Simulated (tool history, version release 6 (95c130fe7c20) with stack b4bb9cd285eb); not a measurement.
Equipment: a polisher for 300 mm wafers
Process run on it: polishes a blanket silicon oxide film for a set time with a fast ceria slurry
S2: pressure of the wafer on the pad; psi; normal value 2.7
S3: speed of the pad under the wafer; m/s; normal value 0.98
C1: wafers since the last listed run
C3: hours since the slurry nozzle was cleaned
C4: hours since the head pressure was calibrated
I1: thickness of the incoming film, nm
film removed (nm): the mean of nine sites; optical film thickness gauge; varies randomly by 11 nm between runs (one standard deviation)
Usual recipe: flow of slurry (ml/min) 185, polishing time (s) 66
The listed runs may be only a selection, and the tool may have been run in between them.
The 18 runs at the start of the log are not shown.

run 19 hour=224.3 | flow_of_slurry_(ml/min)=185 S2=2.7 S3=0.98 polishing_time_(s)=66 | C1=117 wafers_polished_on_this_pad=342 C3=27.2 C4=552.4 | I1=2770.6 | film_removed_(nm)=803.9
run 20 hour=231.9 | flow_of_slurry_(ml/min)=150 S2=2.7 S3=0.98 polishing_time_(s)=86 | C1=86 wafers_polished_on_this_pad=429 C3=34.8 C4=560.0 | I1=2815.8 | film_removed_(nm)=982.7
run 21 hour=247.0 | flow_of_slurry_(ml/min)=185 S2=3.4 S3=1.32 polishing_time_(s)=66 | C1=172 wafers_polished_on_this_pad=601 C3=49.9 C4=575.1 | I1=2788.3 | film_removed_(nm)=1296.7
run 22 hour=263.6 | flow_of_slurry_(ml/min)=185 S2=2.7 S3=0.98 polishing_time_(s)=87 | C1=189 wafers_polished_on_this_pad=791 C3=66.5 C4=591.7 | I1=2751.7 | film_removed_(nm)=998.5
-- hour=307.7 worn pad replaced by a new one
run 23 hour=311.3 | flow_of_slurry_(ml/min)=135 S2=3.1 S3=0.78 polishing_time_(s)=85 | C1=498 wafers_polished_on_this_pad=41 C3=114.2 C4=639.4 | I1=2793.6 | film_removed_(nm)=923.3
run 24 hour=324.7 | flow_of_slurry_(ml/min)=185 S2=2.7 S3=0.98 polishing_time_(s)=66 | C1=152 wafers_polished_on_this_pad=194 C3=127.6 C4=652.8 | I1=2760.0 | film_removed_(nm)=803.4
run 25 hour=339.8 | flow_of_slurry_(ml/min)=185 S2=2.7 S3=0.98 polishing_time_(s)=66 | C1=172 wafers_polished_on_this_pad=366 C3=142.7 C4=667.9 | I1=2774.4 | film_removed_(nm)=775.6
run 26 hour=348.3 | flow_of_slurry_(ml/min)=185 S2=2.7 S3=0.98 polishing_time_(s)=66 | C1=96 wafers_polished_on_this_pad=463 C3=151.2 C4=676.4 | I1=2800.9 | film_removed_(nm)=779.1
run 27 hour=365.5 | flow_of_slurry_(ml/min)=185 S2=2.7 S3=0.98 polishing_time_(s)=66 | C1=196 wafers_polished_on_this_pad=659 C3=168.4 C4=693.6 | I1=2789.1 | film_removed_(nm)=758.3
-- hour=415.5 head pressure recalibrated
-- hour=417.4 worn pad replaced by a new one
run 28 hour=417.9 | flow_of_slurry_(ml/min)=185 S2=2.7 S3=0.80 polishing_time_(s)=81 | C1=553 wafers_polished_on_this_pad=5 C3=220.8 C4=2.4 | I1=2762.5 | film_removed_(nm)=942.9
run 29 hour=428.2 | flow_of_slurry_(ml/min)=125 S2=2.7 S3=0.98 polishing_time_(s)=54 | C1=117 wafers_polished_on_this_pad=123 C3=231.1 C4=12.7 | I1=2821.5 | film_removed_(nm)=695.2
run 30 hour=438.5 | flow_of_slurry_(ml/min)=130 S2=2.7 S3=0.98 polishing_time_(s)=66 | C1=117 wafers_polished_on_this_pad=240 C3=241.4 C4=23.0 | I1=2783.9 | film_removed_(nm)=840.4
run 31 hour=448.6 | flow_of_slurry_(ml/min)=185 S2=2.3 S3=0.98 polishing_time_(s)=77 | C1=115 wafers_polished_on_this_pad=355 C3=251.5 C4=33.1 | I1=2840.5 | film_removed_(nm)=886.5
-- hour=460.5 slurry nozzle cleaned
run 32 hour=461.0 | flow_of_slurry_(ml/min)=185 S2=2.7 S3=0.98 polishing_time_(s)=66 | C1=129 wafers_polished_on_this_pad=485 C3=0.5 C4=45.5 | I1=2765.3 | film_removed_(nm)=858.7
run 33 hour=467.0 | flow_of_slurry_(ml/min)=185 S2=2.7 S3=0.98 polishing_time_(s)=66 | C1=68 wafers_polished_on_this_pad=554 C3=6.5 C4=51.5 | I1=2774.1 | film_removed_(nm)=865.7
run 34 hour=473.1 | flow_of_slurry_(ml/min)=185 S2=2.7 S3=0.98 polishing_time_(s)=66 | C1=69 wafers_polished_on_this_pad=623 C3=12.6 C4=57.6 | I1=2753.0 | film_removed_(nm)=857.5
run 35 hour=484.5 | flow_of_slurry_(ml/min)=185 S2=2.7 S3=0.98 polishing_time_(s)=66 | C1=129 wafers_polished_on_this_pad=753 C3=24.0 C4=69.0 | I1=2757.9 | film_removed_(nm)=851.3
run 36 hour=498.6 | flow_of_slurry_(ml/min)=170 S2=2.0 S3=0.76 polishing_time_(s)=59 | C1=160 wafers_polished_on_this_pad=914 C3=38.1 C4=83.1 | I1=2786.4 | film_removed_(nm)=420.6
run 37 hour=508.7 | flow_of_slurry_(ml/min)=185 S2=2.7 S3=1.12 polishing_time_(s)=47 | C1=115 wafers_polished_on_this_pad=1029 C3=48.2 C4=93.2 | I1=2794.3 | film_removed_(nm)=691.8
run 38 hour=522.5 | flow_of_slurry_(ml/min)=235 S2=3.3 S3=0.98 polishing_time_(s)=87 | C1=157 wafers_polished_on_this_pad=1186 C3=62.0 C4=107.0 | I1=2819.1 | film_removed_(nm)=1388.0

Forecast each of these 3 alternatives for the next run:
run A hour=522.9 | flow_of_slurry_(ml/min)=185 S2=2.7 S3=0.98 polishing_time_(s)=52 | C1=4 wafers_polished_on_this_pad=1191 C3=62.4 C4=107.4 | I1=2781.8 | film_removed_(nm)=?
run B hour=522.9 | flow_of_slurry_(ml/min)=185 S2=3.4 S3=0.98 polishing_time_(s)=66 | C1=4 wafers_polished_on_this_pad=1191 C3=62.4 C4=107.4 | I1=2781.8 | film_removed_(nm)=?
run C hour=522.9 | flow_of_slurry_(ml/min)=230 S2=2.7 S3=1.14 polishing_time_(s)=83 | C1=4 wafers_polished_on_this_pad=1191 C3=62.4 C4=107.4 | I1=2781.8 | film_removed_(nm)=?

run=A film_removed_(nm)=659.0
run=B film_removed_(nm)=1053.3
run=C film_removed_(nm)=1261.0
Without the tool's unlogged condition, the same runs would have read:
run=A film_removed_(nm)=755.7
run=B film_removed_(nm)=1207.9
run=C film_removed_(nm)=1446.1
